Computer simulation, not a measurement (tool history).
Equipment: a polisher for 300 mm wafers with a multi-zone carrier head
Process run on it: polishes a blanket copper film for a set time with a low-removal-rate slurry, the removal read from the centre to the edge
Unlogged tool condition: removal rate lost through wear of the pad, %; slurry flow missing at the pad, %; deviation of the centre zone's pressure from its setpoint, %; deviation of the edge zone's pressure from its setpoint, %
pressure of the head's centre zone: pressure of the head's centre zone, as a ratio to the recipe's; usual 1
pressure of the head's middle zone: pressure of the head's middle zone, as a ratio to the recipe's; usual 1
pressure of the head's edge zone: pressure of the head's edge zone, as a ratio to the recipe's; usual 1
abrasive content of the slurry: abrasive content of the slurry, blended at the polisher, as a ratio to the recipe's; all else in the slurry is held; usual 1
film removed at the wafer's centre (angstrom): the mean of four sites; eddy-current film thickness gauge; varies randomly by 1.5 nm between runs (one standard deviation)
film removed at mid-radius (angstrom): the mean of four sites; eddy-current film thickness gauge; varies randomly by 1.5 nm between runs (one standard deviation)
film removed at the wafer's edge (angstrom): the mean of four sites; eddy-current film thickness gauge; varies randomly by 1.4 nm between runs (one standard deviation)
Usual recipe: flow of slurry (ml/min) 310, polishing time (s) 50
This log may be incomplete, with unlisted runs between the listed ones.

run    hour  flow of slurry (ml/min)  pressure of the head's centre zone  pressure of the head's middle zone  pressure of the head's edge zone  abrasive content of the slurry  polishing time (s)  wafers since the last listed run  wafers polished on this pad  hours since the slurry nozzle was cleaned  hours since the centre zone pressure was calibrated  hours since the edge zone pressure was calibrated  hours since the carrier head's membrane was replaced  incoming thickness of the incoming film, nm  film removed at the wafer's centre (angstrom)  film removed at mid-radius (angstrom)  film removed at the wafer's edge (angstrom)
  1       0                      310                                   1                                   1                                 1                               1                  50                                 0                         5304                                        493                                                107.2                                                358                                                 388.4                                       1581.4                                           1094                                   1072                                         1058
       25.8  -- worn pad replaced by a new one
      160.8  -- edge zone pressure recalibrated
      177.3  -- slurry nozzle cleaned
  2   314.9                      310                                   1                                   1                                 1                             1.2                  50                              3028                         2814                                      137.6                                                422.1                                              154.1                                                 703.3                                       1587.6                                           1141                                   1107                                         1082
  3     385                      310                                   1                                   1                                 1                               1                  50                               689                         3503                                      207.7                                                492.2                                              224.2                                                 773.4                                       1583.5                                           1103                                   1067                                         1053
  4   477.8                      380                                0.95                                   1                              1.11                               1                  50                               912                         4416                                      300.5                                                  585                                                317                                                 866.2                                       1592.1                                           1047                                   1063                                         1141
      542.3  -- worn pad replaced by a new one
  5   560.3                      310                                   1                                   1                                 1                               1                  50                               772                          177                                        383                                                667.5                                              399.5                                                 948.7                                         1586                                           1078                                   1102                                         1067
  6   655.3                      310                                   1                                 0.9                                 1                               1                  34                               934                         1111                                        478                                                762.5                                              494.5                                                1043.7                                       1607.1                                            764                                    670                                          739
      696.6  -- slurry nozzle cleaned
  7   748.5                      310                                   1                                   1                                 1                             0.9                  43                               906                         2018                                       51.9                                                855.7                                              587.7                                                1136.9                                       1603.5                                            928                                    894                                          885
  8   821.5                      310                                   1                                   1                                 1                               1                  50                               718                         2736                                      124.9                                                928.7                                              660.7                                                1209.9                                       1589.1                                           1104                                   1091                                         1070
      824.4  -- edge zone pressure recalibrated
  9   860.6                      310                                1.06                                   1                                 1                               1                  50                               364                         3101                                        164                                                967.8                                               36.2                                                  1249                                       1594.4                                           1131                                   1077                                         1062
 10   949.9                      310                                   1                                1.05                                 1                             1.1                  50                               878                         3979                                      253.3                                               1057.1                                              125.5                                                1338.3                                       1565.6                                           1134                                   1111                                         1082
 11   998.6                      310                                   1                                   1                                 1                               1                  50                               479                         4459                                        302                                               1105.8                                              174.2                                                  1387                                       1572.9                                           1101                                   1052                                         1064
 12  1047.8                      220                                   1                                   1                                 1                               1                  50                               483                         4943                                      351.2                                                 1155                                              223.4                                                1436.2                                       1607.3                                           1068                                   1062                                         1028
     1064.2  -- worn pad replaced by a new one
 13  1110.7                      370                                0.91                                   1                                 1                               1                  34                               579                          457                                      414.1                                               1217.9                                              286.3                                                1499.1                                       1592.2                                            708                                    740                                          733
     1125.9  -- centre zone pressure recalibrated
 14  1192.3                      355                                1.06                                   1                                 1                             0.7                  50                               783                         1240                                      495.7                                                 66.4                                              367.9                                                1580.7                                       1597.9                                           1032                                    988                                          963
 15  1244.9                      310                                   1                                   1                                 1                            0.85                  50                               517                         1758                                      548.3                                                  119                                              420.5                                                1633.3                                       1595.9                                           1030                                   1022                                         1031
     1257.9  -- slurry nozzle cleaned
 16  1351.8                      310                                   1                                   1                              1.09                               1                  50                              1041                         2799                                       93.9                                                225.9                                              527.4                                                1740.2                                       1593.6                                           1099                                   1078                                         1110
       1420  -- carrier head's membrane replaced by a new one
 17  1430.8                      310                                   1                                   1                                 1                               1                  50                               727                         3527                                      172.9                                                304.9                                              606.4                                                  10.8                                       1623.3                                           1087                                   1074                                         1058
 18  1482.2                      310                                   1                                 0.9                              1.04                               1                  50                               505                         4033                                      224.3                                                356.3                                              657.8                                                  62.2                                         1592                                           1084                                    988                                         1096
     1497.6  -- edge zone pressure recalibrated
 19    1549                      310                                   1                                1.09                                 1                               1                  50                               637                         4670                                      291.1                                                423.1                                               51.4                                                   129                                       1598.3                                           1081                                   1119                                         1061
     1572.9  -- worn pad replaced by a new one
 20  1644.5                      310                                   1                                   1                                 1                               1                  50                               900                          704                                      386.6                                                518.6                                              146.9                                                 224.5                                       1590.9                                           1080                                   1084                                         1062

Forecast each of these 5 alternatives for the next run:
  A  1644.9                      310                                   1                                   1                                 1                               1                  50                                 3                          708                                        387                                                  519                                              147.3                                                 224.9                                       1558.1                                              ?                                      ?                                            ?
  B  1644.9                      270                                   1                                   1                                 1                             0.9                  50                                 3                          708                                        387                                                  519                                              147.3                                                 224.9                                       1558.1                                              ?                                      ?                                            ?
  C  1644.9                      310                                   1                                   1                              1.06                            0.75                  65                                 3                          708                                        387                                                  519                                              147.3                                                 224.9                                       1558.1                                              ?                                      ?                                            ?
  D  1644.9                      355                                   1                                1.09                                 1                             0.8                  50                                 3                          708                                        387                                                  519                                              147.3                                                 224.9                                       1558.1                                              ?                                      ?                                            ?
  E  1644.9                      310                                1.06                                   1                              1.03                            0.85                  43                                 3                          708                                        387                                                  519                                              147.3                                                 224.9                                       1558.1                                              ?                                      ?                                            ?

run  film removed at the wafer's centre (angstrom)  film removed at mid-radius (angstrom)  film removed at the wafer's edge (angstrom)
  A                                           1095                                   1085                                         1055
  B                                           1055                                   1046                                         1020
  C                                           1327                                   1315                                         1316
  D                                           1049                                   1096                                         1006
  E                                            935                                    897                                          885
Take away the tool's hidden state, keep each run's random variation, and the runs would have read:
run  film removed at the wafer's centre (angstrom)  film removed at mid-radius (angstrom)  film removed at the wafer's edge (angstrom)
  A                                           1095                                   1085                                         1055
  B                                           1055                                   1046                                         1020
  C                                           1327                                   1315                                         1316
  D                                           1049                                   1096                                         1006
  E                                            935                                    897                                          885
